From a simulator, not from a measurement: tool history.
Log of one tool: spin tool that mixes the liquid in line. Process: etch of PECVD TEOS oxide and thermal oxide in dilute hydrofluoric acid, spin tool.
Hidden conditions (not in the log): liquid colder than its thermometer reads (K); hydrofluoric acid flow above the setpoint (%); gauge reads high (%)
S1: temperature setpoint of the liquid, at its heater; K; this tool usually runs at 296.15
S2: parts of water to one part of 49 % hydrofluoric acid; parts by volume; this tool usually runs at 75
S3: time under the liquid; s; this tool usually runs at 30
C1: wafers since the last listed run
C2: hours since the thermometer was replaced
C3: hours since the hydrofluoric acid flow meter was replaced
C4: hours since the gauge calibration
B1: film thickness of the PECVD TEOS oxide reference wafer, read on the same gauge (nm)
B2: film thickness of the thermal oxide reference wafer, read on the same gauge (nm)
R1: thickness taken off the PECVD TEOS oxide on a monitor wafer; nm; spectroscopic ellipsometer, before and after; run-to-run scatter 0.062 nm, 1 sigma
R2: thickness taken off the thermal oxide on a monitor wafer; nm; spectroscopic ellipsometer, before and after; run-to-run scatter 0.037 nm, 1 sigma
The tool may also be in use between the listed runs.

run 1 hour=0.0 | S1=296.15 S2=75 S3=30 | C1=0 C2=1956.7 C3=580.6 C4=314.2 | B1=70.01 B2=80.016 | R1=5.97 R2=1.511
run 2 hour=63.0 | S1=296.15 S2=75 S3=30 | C1=814 C2=2019.7 C3=643.6 C4=377.2 | B1=70.01 B2=80.009 | R1=5.83 R2=1.517
run 3 hour=103.8 | S1=297.65 S2=75 S3=30 | C1=527 C2=2060.5 C3=684.4 C4=418.0 | B1=70.00 B2=80.008 | R1=6.23 R2=1.680
run 4 hour=162.6 | S1=296.15 S2=75 S3=30 | C1=759 C2=2119.3 C3=743.2 C4=476.8 | B1=69.99 B2=79.996 | R1=5.90 R2=1.633
run 5 hour=201.8 | S1=296.15 S2=75 S3=30 | C1=506 C2=2158.5 C3=782.4 C4=516.0 | B1=70.01 B2=80.037 | R1=5.86 R2=1.642
run 6 hour=269.4 | S1=298.65 S2=65 S3=30 | C1=873 C2=2226.1 C3=850.0 C4=583.6 | B1=70.00 B2=80.025 | R1=7.59 R2=2.035
run 7 hour=328.1 | S1=298.65 S2=65 S3=30 | C1=758 C2=2284.8 C3=908.7 C4=642.3 | B1=69.99 B2=79.995 | R1=7.76 R2=2.053
run 8 hour=396.3 | S1=298.65 S2=65 S3=30 | C1=881 C2=2353.0 C3=976.9 C4=710.5 | B1=70.01 B2=79.939 | R1=7.60 R2=2.001
-- hour=414.0 thermometer replaced
-- hour=450.4 gauge calibrated
run 9 hour=459.4 | S1=296.15 S2=75 S3=30 | C1=802 C2=45.4 C3=1040.0 C4=9.0 | B1=69.98 B2=79.944 | R1=6.51 R2=1.750
run 10 hour=512.7 | S1=296.15 S2=75 S3=30 | C1=688 C2=98.7 C3=1093.3 C4=62.3 | B1=69.98 B2=80.033 | R1=6.44 R2=1.722
run 11 hour=545.5 | S1=296.15 S2=75 S3=15 | C1=423 C2=131.5 C3=1126.1 C4=95.1 | B1=69.99 B2=79.993 | R1=3.24 R2=0.874
-- hour=562.6 hydrofluoric acid flow meter replaced
run 12 hour=617.4 | S1=296.15 S2=55 S3=25 | C1=916 C2=203.4 C3=54.8 C4=167.0 | B1=69.99 B2=80.010 | R1=7.52 R2=2.022
run 13 hour=682.2 | S1=294.15 S2=90 S3=30 | C1=837 C2=268.2 C3=119.6 C4=231.8 | B1=70.00 B2=80.013 | R1=4.85 R2=1.338
run 14 hour=718.9 | S1=296.15 S2=75 S3=30 | C1=474 C2=304.9 C3=156.3 C4=268.5 | B1=70.01 B2=79.969 | R1=6.35 R2=1.721
run 15 hour=759.3 | S1=296.15 S2=75 S3=30 | C1=522 C2=345.3 C3=196.7 C4=308.9 | B1=70.01 B2=80.005 | R1=6.37 R2=1.739
run 16 hour=810.0 | S1=296.15 S2=75 S3=30 | C1=655 C2=396.0 C3=247.4 C4=359.6 | B1=70.02 B2=79.971 | R1=6.39 R2=1.701
run 17 hour=860.4 | S1=296.15 S2=75 S3=40 | C1=651 C2=446.4 C3=297.8 C4=410.0 | B1=69.99 B2=79.995 | R1=8.70 R2=2.286
run 18 hour=960.7 | S1=300.65 S2=90 S3=40 | C1=1295 C2=546.7 C3=398.1 C4=510.3 | B1=69.99 B2=79.951 | R1=8.27 R2=2.272

Forecast each of these 5 alternatives for the next run:
run A hour=961.1 | S1=296.15 S2=75 S3=30 | C1=5 C2=547.1 C3=398.5 C4=510.7 | B1=? B2=? | R1=? R2=?
run B hour=961.1 | S1=293.15 S2=95 S3=40 | C1=5 C2=547.1 C3=398.5 C4=510.7 | B1=? B2=? | R1=? R2=?
run C hour=961.1 | S1=297.65 S2=95 S3=40 | C1=5 C2=547.1 C3=398.5 C4=510.7 | B1=? B2=? | R1=? R2=?
run D hour=961.1 | S1=296.15 S2=105 S3=30 | C1=5 C2=547.1 C3=398.5 C4=510.7 | B1=? B2=? | R1=? R2=?
run E hour=961.1 | S1=296.15 S2=45 S3=30 | C1=5 C2=547.1 C3=398.5 C4=510.7 | B1=? B2=? | R1=? R2=?

run=A B1=70.01 B2=79.981 R1=6.37 R2=1.726
run=B B1=70.01 B2=79.981 R1=5.79 R2=1.569
run=C B1=70.01 B2=79.981 R1=6.95 R2=1.883
run=D B1=70.01 B2=79.981 R1=4.39 R2=1.189
run=E B1=70.01 B2=79.981 R1=11.02 R2=2.988
Take away the tool's hidden state, keep each run's random variation, and the runs would have read:
run=A R1=6.50 R2=1.763
run=B R1=5.91 R2=1.602
run=C R1=7.09 R2=1.922
run=D R1=4.48 R2=1.214
run=E R1=11.26 R2=3.052
